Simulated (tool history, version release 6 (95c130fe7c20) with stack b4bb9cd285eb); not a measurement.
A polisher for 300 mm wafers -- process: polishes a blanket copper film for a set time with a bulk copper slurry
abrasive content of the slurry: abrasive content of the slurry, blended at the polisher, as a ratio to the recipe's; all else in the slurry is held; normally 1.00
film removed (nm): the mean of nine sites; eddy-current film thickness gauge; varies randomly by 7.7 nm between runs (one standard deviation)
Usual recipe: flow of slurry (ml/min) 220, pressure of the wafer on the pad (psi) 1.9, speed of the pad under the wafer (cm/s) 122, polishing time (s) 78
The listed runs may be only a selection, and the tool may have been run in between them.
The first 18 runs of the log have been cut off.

run	hour	flow of slurry (ml/min)	pressure of the wafer on the pad (psi)	speed of the pad under the wafer (cm/s)	abrasive content of the slurry	polishing time (s)	wafers since the last listed run	wafers polished on this pad	hours since the slurry nozzle was cleaned	hours since the head pressure was calibrated	hours since the slurry blender was calibrated	incoming thickness of the incoming film, nm	film removed (nm)
19	1954.1	220	1.9	122	1.00	78	433	2719	378.4	296.0	394.2	1995.5	498.2
20	2042.1	220	2.4	134	1.00	78	661	3381	466.4	384.0	482.2	1950.4	638.9
21	2117.9	220	1.9	122	1.00	78	569	3950	542.2	459.8	558.0	1953.1	492.6
22	2177.7	255	1.9	144	1.10	78	449	4400	602.0	519.6	617.8	1971.7	565.6
23	2251.3	250	1.9	122	1.00	78	553	4953	675.6	593.2	691.4	1964.8	495.3
# hour 2427.3: slurry nozzle cleaned
24	2472.6	220	1.9	122	1.00	55	1655	6609	45.3	814.5	912.7	1924.7	357.3
# hour 2519.3: slurry blender recalibrated
# hour 2543.4: worn pad replaced by a new one
25	2576.5	220	1.9	84	1.00	105	735	249	149.2	918.4	57.2	1925.8	610.9
26	2649.0	220	1.9	122	1.00	78	544	794	221.7	990.9	129.7	1966.5	512.8
27	2721.6	220	1.3	122	1.00	78	545	1339	294.3	1063.5	202.3	1988.6	402.8
28	2827.4	220	2.4	122	1.00	95	795	2134	400.1	1169.3	308.1	1992.6	744.0
29	3091.0	220	1.9	122	1.00	85	1981	4115	663.7	1432.9	571.7	1972.8	540.4
30	3134.9	220	1.9	122	1.00	78	329	4445	707.6	1476.8	615.6	1984.6	511.7
# hour 3165.0: head pressure recalibrated
31	3223.2	220	1.9	122	1.00	78	648	5094	795.9	58.2	703.9	1960.4	507.2

Forecast each of these 3 alternatives for the next run:
A	3223.7	220	1.9	122	1.00	78	3	5098	796.4	58.7	704.4	1988.9	?
B	3223.7	220	1.9	104	1.00	78	3	5098	796.4	58.7	704.4	1988.9	?
C	3223.7	220	2.3	122	1.00	78	3	5098	796.4	58.7	704.4	1988.9	?

run	film removed (nm)
A	513.0
B	480.6
C	586.9
Without the tool's unlogged condition, the same runs would have read:
run	film removed (nm)
A	544.7
B	510.4
C	623.3
